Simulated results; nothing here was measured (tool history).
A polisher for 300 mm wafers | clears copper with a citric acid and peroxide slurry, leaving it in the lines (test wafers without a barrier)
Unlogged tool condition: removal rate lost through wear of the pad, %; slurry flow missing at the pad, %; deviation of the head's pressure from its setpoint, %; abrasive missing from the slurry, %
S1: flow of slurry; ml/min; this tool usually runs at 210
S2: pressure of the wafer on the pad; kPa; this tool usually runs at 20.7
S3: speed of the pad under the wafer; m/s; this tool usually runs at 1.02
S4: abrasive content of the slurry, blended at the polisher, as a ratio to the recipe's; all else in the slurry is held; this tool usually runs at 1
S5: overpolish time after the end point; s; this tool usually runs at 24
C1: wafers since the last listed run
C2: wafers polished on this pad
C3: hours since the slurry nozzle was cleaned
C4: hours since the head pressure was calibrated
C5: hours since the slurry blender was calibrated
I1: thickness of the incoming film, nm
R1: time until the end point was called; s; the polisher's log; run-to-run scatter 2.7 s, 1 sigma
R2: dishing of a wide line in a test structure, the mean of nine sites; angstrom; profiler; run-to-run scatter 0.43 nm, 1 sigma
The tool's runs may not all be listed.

Run 1, hour 0: usual settings; C1 0; C2 493; C3 117.1; C4 924.2; C5 142.7; I1 386. Result: R1 181.4 s, R2 325 angstrom.
Run 2, hour 13.9: usual settings; C1 95; C2 588; C3 131; C4 938.1; C5 156.6; I1 384.1. Result: R1 180.6 s, R2 323 angstrom.
Run 3, hour 37.9: usual settings; C1 164; C2 753; C3 155; C4 962.1; C5 180.6; I1 389.7. Result: R1 190.5 s, R2 323 angstrom.
Run 4, hour 59: usual settings; C1 144; C2 897; C3 176.1; C4 983.2; C5 201.7; I1 392.5. Result: R1 190.7 s, R2 324 angstrom.
Run 5, hour 87.7: usual settings; C1 196; C2 1094; C3 204.8; C4 1011.9; C5 230.4; I1 388.5. Result: R1 186.4 s, R2 319 angstrom.
At hour 112.1: worn pad replaced by a new one.
At hour 116.6: slurry nozzle cleaned.
Run 6, hour 119.3: usual settings; C1 182; C2 42; C3 2.7; C4 1043.5; C5 262; I1 384.8. Result: R1 171.3 s, R2 341 angstrom.
Run 7, hour 133.7: usual settings but S2 22.8 kPa; C1 98; C2 141; C3 17.1; C4 1057.9; C5 276.4; I1 381.3. Result: R1 153.3 s, R2 354 angstrom.
Run 8, hour 160.2: usual settings but S2 22.8 kPa; C1 181; C2 322; C3 43.6; C4 1084.4; C5 302.9; I1 390.1. Result: R1 165.1 s, R2 345 angstrom.
Run 9, hour 191.9: usual settings but S2 22.8 kPa; C1 217; C2 540; C3 75.3; C4 1116.1; C5 334.6; I1 386.4. Result: R1 172 s, R2 349 angstrom.
Run 10, hour 208.6: usual settings but S1 165 ml/min, S4 1.15; C1 114; C2 654; C3 92; C4 1132.8; C5 351.3; I1 385.7. Result: R1 180.4 s, R2 326 angstrom.
At hour 213.2: slurry blender recalibrated.
Run 11, hour 221.7: usual settings; C1 76; C2 730; C3 105.1; C4 1145.9; C5 8.5; I1 387. Result: R1 176.7 s, R2 329 angstrom.
At hour 243.6: head pressure recalibrated.
Run 12, hour 250.6: usual settings but S5 31 s; C1 184; C2 914; C3 134; C4 7; C5 37.4; I1 385.8. Result: R1 182.1 s, R2 384 angstrom.
Run 13, hour 274.2: usual settings but S5 31 s; C1 161; C2 1076; C3 157.6; C4 30.6; C5 61; I1 390.5. Result: R1 186.3 s, R2 381 angstrom.
Run 14, hour 307.4: usual settings but S4 1.2, S5 16 s; C1 227; C2 1304; C3 190.8; C4 63.8; C5 94.2; I1 384.5. Result: R1 171.8 s, R2 244 angstrom.
At hour 337.8: worn pad replaced by a new one.
Run 15, hour 338.3: usual settings but S2 15.9 kPa, S3 0.68 m/s, S4 1.1, S5 32 s; C1 184; C2 3; C3 221.7; C4 94.7; C5 125.1; I1 385.2. Result: R1 310.6 s, R2 268 angstrom.
Run 16, hour 357.9: usual settings but S2 26.9 kPa, S4 1.1; C1 134; C2 137; C3 241.3; C4 114.3; C5 144.7; I1 384.9. Result: R1 131.1 s, R2 409 angstrom.
Run 17, hour 378.2: usual settings but S2 27.6 kPa, S5 36 s; C1 139; C2 276; C3 261.6; C4 134.6; C5 165; I1 379.6. Result: R1 137 s, R2 508 angstrom.
At hour 380.7: slurry nozzle cleaned.
Run 18, hour 410: usual settings; C1 211; C2 487; C3 29.3; C4 166.4; C5 196.8; I1 380.6. Result: R1 182.2 s, R2 333 angstrom.
Run 19, hour 441.5: usual settings but S1 175 ml/min, S3 1.2 m/s, S4 1.1; C1 215; C2 703; C3 60.8; C4 197.9; C5 228.3; I1 385.6. Result: R1 153.1 s, R2 355 angstrom.
Run 20, hour 464.6: usual settings but S5 30 s; C1 158; C2 861; C3 83.9; C4 221; C5 251.4; I1 387.6. Result: R1 179.3 s, R2 373 angstrom.
Run 21, hour 483.8: usual settings but S2 26.2 kPa; C1 131; C2 993; C3 103.1; C4 240.2; C5 270.6; I1 391.1. Result: R1 145.7 s, R2 382 angstrom.
Run 22, hour 496.9: usual settings but S1 255 ml/min, S2 14.5 kPa, S4 0.75; C1 89; C2 1082; C3 116.2; C4 253.3; C5 283.7; I1 382.4. Result: R1 287.4 s, R2 219 angstrom.
At hour 554.8: worn pad replaced by a new one.
Run 23, hour 585.5: usual settings but S3 1.18 m/s, S4 0.75; C1 579; C2 210; C3 204.8; C4 341.9; C5 372.3; I1 388.8. Result: R1 171.4 s, R2 326 angstrom.
At hour 604.6: slurry blender recalibrated.
Run 24, hour 607.6: usual settings but S1 285 ml/min, S5 16 s; C1 137; C2 347; C3 226.9; C4 364; C5 3; I1 389.1. Result: R1 175 s, R2 245 angstrom.
At hour 635.8: slurry nozzle cleaned.
Run 25, hour 639.7: usual settings but S4 0.85, S5 37 s; C1 213; C2 560; C3 3.9; C4 396.1; C5 35.1; I1 384.3. Result: R1 193.1 s, R2 411 angstrom.
Run 26, hour 655.7: usual settings but S2 16.5 kPa, S4 1.15; C1 109; C2 670; C3 19.9; C4 412.1; C5 51.1; I1 380.3. Result: R1 207.8 s, R2 290 angstrom.
At hour 745.4: worn pad replaced by a new one.
Run 27, hour 750.8: usual settings; C1 624; C2 36; C3 115; C4 507.2; C5 146.2; I1 388.9. Result: R1 177.5 s, R2 334 angstrom.

Take each entry between the runs: how does the hidden state at the last listed run before it differ from the hidden state at the first listed run after it?
In the gap between runs 5 and 6: worn pad replaced by a new one (hour 112.1); slurry nozzle cleaned (hour 116.6)
  removal rate lost through wear of the pad, %: 7.29 -> 0.775
  measured minus no-state result, R1: +13.6 -> +1.3 s; R2: -18 -> -2 angstrom
In the gap between runs 10 and 11: slurry blender recalibrated (hour 213.2)
  removal rate lost through wear of the pad, %: 5.63 -> 5.94
  measured minus no-state result, R1: +10.2 -> +10.5 s; R2: -14 -> -15 angstrom
In the gap between runs 11 and 12: head pressure recalibrated (hour 243.6)
  removal rate lost through wear of the pad, %: 5.94 -> 6.46
  measured minus no-state result, R1: +10.5 -> +11.8 s; R2: -15 -> -16 angstrom
In the gap between runs 14 and 15: worn pad replaced by a new one (hour 337.8)
  removal rate lost through wear of the pad, %: 7.01 -> 0.386
  measured minus no-state result, R1: +12.1 -> +1.2 s; R2: -15 -> -1 angstrom
In the gap between runs 17 and 18: slurry nozzle cleaned (hour 380.7)
  removal rate lost through wear of the pad, %: 3.64 -> 5.16
  measured minus no-state result, R1: +5 -> +9.4 s; R2: -10 -> -13 angstrom
In the gap between runs 22 and 23: worn pad replaced by a new one (hour 554.8)
  removal rate lost through wear of the pad, %: 7.01 -> 2.84
  measured minus no-state result, R1: +20.1 -> +4.9 s; R2: -13 -> -7 angstrom
In the gap between runs 23 and 24: slurry blender recalibrated (hour 604.6)
  removal rate lost through wear of the pad, %: 2.84 -> 4.15
  measured minus no-state result, R1: +4.9 -> +7.2 s; R2: -7 -> -8 angstrom
In the gap between runs 24 and 25: slurry nozzle cleaned (hour 635.8)
  removal rate lost through wear of the pad, %: 4.15 -> 5.43
  measured minus no-state result, R1: +7.2 -> +10.5 s; R2: -8 -> -15 angstrom
In the gap between runs 26 and 27: worn pad replaced by a new one (hour 745.4)
  removal rate lost through wear of the pad, %: 5.88 -> 1.2
  measured minus no-state result, R1: +12.2 -> +2.1 s; R2: -13 -> -3 angstrom
